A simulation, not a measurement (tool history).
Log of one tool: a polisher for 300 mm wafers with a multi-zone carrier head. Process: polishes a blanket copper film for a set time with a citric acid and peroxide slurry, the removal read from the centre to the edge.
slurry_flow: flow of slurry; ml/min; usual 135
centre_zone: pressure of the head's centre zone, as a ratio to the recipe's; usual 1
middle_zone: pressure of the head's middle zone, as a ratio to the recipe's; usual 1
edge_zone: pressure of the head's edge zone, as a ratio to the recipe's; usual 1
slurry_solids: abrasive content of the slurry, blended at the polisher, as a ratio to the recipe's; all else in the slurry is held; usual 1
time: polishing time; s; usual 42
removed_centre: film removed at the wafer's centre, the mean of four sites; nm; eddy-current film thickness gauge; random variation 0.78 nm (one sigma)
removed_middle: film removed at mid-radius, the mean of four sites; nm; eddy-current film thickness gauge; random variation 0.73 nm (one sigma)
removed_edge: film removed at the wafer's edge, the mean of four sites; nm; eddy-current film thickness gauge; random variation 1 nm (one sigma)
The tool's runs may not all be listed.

run     day  slurry_flow  centre_zone  middle_zone  edge_zone  slurry_solids  time  wafers since the last listed run  wafers polished on this pad  hours since the slurry nozzle was cleaned  hours since the centre zone pressure was calibrated  hours since the edge zone pressure was calibrated  hours since the carrier head's membrane was replaced  incoming thickness of the incoming film, nm  removed_centre  removed_middle  removed_edge
  1       0          135            1            1          1              1    42                                 0                         6076                                      204.9                                                352.3                                              813.9                                                 505.6                                        651.1            89.8            88.5          90.7
  2   1.388          135            1            1          1              1    42                               427                         6504                                      238.2                                                385.6                                              847.2                                                 538.9                                        647.1              88            88.7          90.9
      1.733  -- worn pad replaced by a new one
  3   4.354          165            1         0.97          1              1    47                               863                          808                                      309.4                                                456.8                                              918.4                                                 610.1                                        644.9           111.5           105.4         111.7
  4   6.371          135            1            1          1              1    30                               621                         1429                                      357.8                                                505.2                                              966.8                                                 658.5                                        642.3            65.4            65.4          68.4
  5   8.758          135            1            1          1            0.8    42                               736                         2166                                      415.1                                                562.5                                             1024.1                                                 715.8                                          643            85.1              83            88
  6  10.267          110            1            1          1              1    42                               465                         2631                                      451.3                                                598.7                                             1060.3                                                   752                                        638.1            85.4            84.3          90.4
     13.404  -- slurry nozzle cleaned
  7    16.1          135         1.06            1          1              1    50                              1785                         4417                                       64.7                                                738.7                                             1200.3                                                   892                                          633           111.1           104.9           108
     19.658  -- worn pad replaced by a new one
  8  21.538          135            1            1          1              1    42                              1625                          580                                      195.2                                                869.2                                             1330.8                                                1022.5                                          641            94.6            94.3          98.1
  9  23.512          135            1            1          1              1    42                               609                         1189                                      242.6                                                916.6                                             1378.2                                                1069.9                                        633.2            93.5            93.2          96.9
     24.042  -- edge zone pressure recalibrated
 10  26.108          135            1         0.94          1              1    48                               774                         1963                                      304.9                                                978.9                                               49.6                                                1132.2                                        641.8             102           100.4         111.1
 11  28.454          135            1            1       0.89              1    54                               723                         2687                                      361.2                                               1035.2                                              105.9                                                1188.5                                        633.1           113.5           115.6         114.1

Run 12 comes next. What will it give?
 12  30.288          135          0.9         0.96          1              1    42                               565                         3252                                      405.2                                               1079.2                                              149.9                                                1232.5                                        642.2               ?               ?             ?

{"run 12": {"removed_centre": 78.6, "removed_middle": 86.1, "removed_edge": 93.9}}
Without the tool's hidden state the same run would have given removed_centre 88.2 nm, removed_middle 93.9 nm, removed_edge 102.5 nm.
